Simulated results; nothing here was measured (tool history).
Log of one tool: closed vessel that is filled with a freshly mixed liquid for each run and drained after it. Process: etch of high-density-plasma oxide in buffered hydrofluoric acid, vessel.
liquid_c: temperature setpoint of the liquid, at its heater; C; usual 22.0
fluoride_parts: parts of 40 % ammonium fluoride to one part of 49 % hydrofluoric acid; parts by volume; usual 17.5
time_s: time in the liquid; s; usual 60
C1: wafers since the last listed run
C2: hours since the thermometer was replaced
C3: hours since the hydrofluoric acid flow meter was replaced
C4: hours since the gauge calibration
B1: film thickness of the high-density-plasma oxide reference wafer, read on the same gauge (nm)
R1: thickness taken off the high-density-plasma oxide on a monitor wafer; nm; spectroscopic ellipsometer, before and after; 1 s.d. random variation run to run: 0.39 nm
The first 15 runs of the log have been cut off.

Run 16, hour 1183.3: usual settings but liquid_c 20.5 C, time_s 75 s; C1 12513; C2 509.5; C3 125.5; C4 485.5; B1 130.43. Result: R1 101.64 nm.
At hour 1361.0: thermometer replaced.
Run 17, hour 1449.8: usual settings; C1 35047; C2 88.8; C3 392.0; C4 752.0; B1 130.69. Result: R1 88.87 nm.
Run 18, hour 1534.6: usual settings but liquid_c 20.0 C, fluoride_parts 11.5 parts by volume; C1 11193; C2 173.6; C3 476.8; C4 836.8; B1 130.75. Result: R1 119.63 nm.
Run 19, hour 1580.0: usual settings but liquid_c 18.0 C, fluoride_parts 20.0 parts by volume, time_s 70 s; C1 5992; C2 219.0; C3 522.2; C4 882.2; B1 130.79. Result: R1 72.26 nm.
Run 20, hour 1630.0: usual settings but liquid_c 20.5 C, fluoride_parts 12.5 parts by volume, time_s 85 s; C1 6600; C2 269.0; C3 572.2; C4 932.2; B1 130.84. Result: R1 161.34 nm.
Run 21, hour 1734.6: usual settings but liquid_c 23.5 C, fluoride_parts 13.5 parts by volume, time_s 40 s; C1 13807; C2 373.6; C3 676.8; C4 1036.8; B1 130.95. Result: R1 82.62 nm.
Run 22, hour 1774.5: usual settings but liquid_c 25.0 C, fluoride_parts 12.5 parts by volume, time_s 70 s; C1 5266; C2 413.5; C3 716.7; C4 1076.7; B1 130.97. Result: R1 169.68 nm.
Run 23, hour 1878.5: usual settings but liquid_c 20.0 C, fluoride_parts 21.5 parts by volume, time_s 80 s; C1 13728; C2 517.5; C3 820.7; C4 1180.7; B1 131.06. Result: R1 88.28 nm.
At hour 1929.8: hydrofluoric acid flow meter replaced.
Run 24, hour 1975.9: usual settings but liquid_c 26.5 C, fluoride_parts 24.0 parts by volume, time_s 90 s; C1 12725; C2 614.9; C3 46.1; C4 1278.1; B1 131.14. Result: R1 131.87 nm.
Run 25, hour 2026.6: usual settings but time_s 40 s; C1 6692; C2 665.6; C3 96.8; C4 1328.8; B1 131.20. Result: R1 59.15 nm.
At hour 2040.0: thermometer replaced.
Run 26, hour 2114.9: usual settings but liquid_c 23.5 C, fluoride_parts 21.0 parts by volume, time_s 90 s; C1 11523; C2 74.9; C3 185.1; C4 1417.1; B1 131.26. Result: R1 122.97 nm.
Run 27, hour 2321.3: usual settings but time_s 95 s; C1 27245; C2 281.3; C3 391.5; C4 1623.5; B1 131.46. Result: R1 141.70 nm.
Run 28, hour 2372.0: usual settings; C1 6692; C2 332.0; C3 442.2; C4 1674.2; B1 131.50. Result: R1 89.16 nm.
Run 29, hour 2477.2: usual settings but liquid_c 26.0 C, fluoride_parts 22.0 parts by volume, time_s 70 s; C1 13886; C2 437.2; C3 547.4; C4 1779.4; B1 131.63. Result: R1 106.64 nm.
Run 30, hour 2544.2: usual settings but liquid_c 23.5 C, fluoride_parts 23.0 parts by volume; C1 8844; C2 504.2; C3 614.4; C4 1846.4; B1 131.64. Result: R1 77.81 nm.
Run 31, hour 2591.5: usual settings but time_s 70 s; C1 6243; C2 551.5; C3 661.7; C4 1893.7; B1 131.69. Result: R1 103.98 nm.
At hour 2596.5: hydrofluoric acid flow meter replaced.
Run 32, hour 2637.0: usual settings but liquid_c 25.0 C, fluoride_parts 23.0 parts by volume, time_s 40 s; C1 5874; C2 597.0; C3 40.5; C4 1939.2; B1 131.75. Result: R1 55.91 nm.

3 options for the next run, each taken on its own from the tool as it stands now. Forecast them:
Run A, hour 2637.7: usual settings but time_s 30 s; C1 92; C2 597.7; C3 41.2; C4 1939.9; B1 ?. Result: R1 ?.
Run B, hour 2637.7: usual settings but fluoride_parts 20.0 parts by volume, time_s 50 s; C1 92; C2 597.7; C3 41.2; C4 1939.9; B1 ?. Result: R1 ?.
Run C, hour 2637.7: usual settings but liquid_c 19.5 C, fluoride_parts 11.0 parts by volume, time_s 35 s; C1 92; C2 597.7; C3 41.2; C4 1939.9; B1 ?. Result: R1 ?.

run      B1     R1
  A  131.75  44.36
  B  131.75  64.81
  C  131.75  71.01
With no hidden state in the tool, these same runs would have given:
run     R1
  A  43.77
  B  63.95
  C  70.07

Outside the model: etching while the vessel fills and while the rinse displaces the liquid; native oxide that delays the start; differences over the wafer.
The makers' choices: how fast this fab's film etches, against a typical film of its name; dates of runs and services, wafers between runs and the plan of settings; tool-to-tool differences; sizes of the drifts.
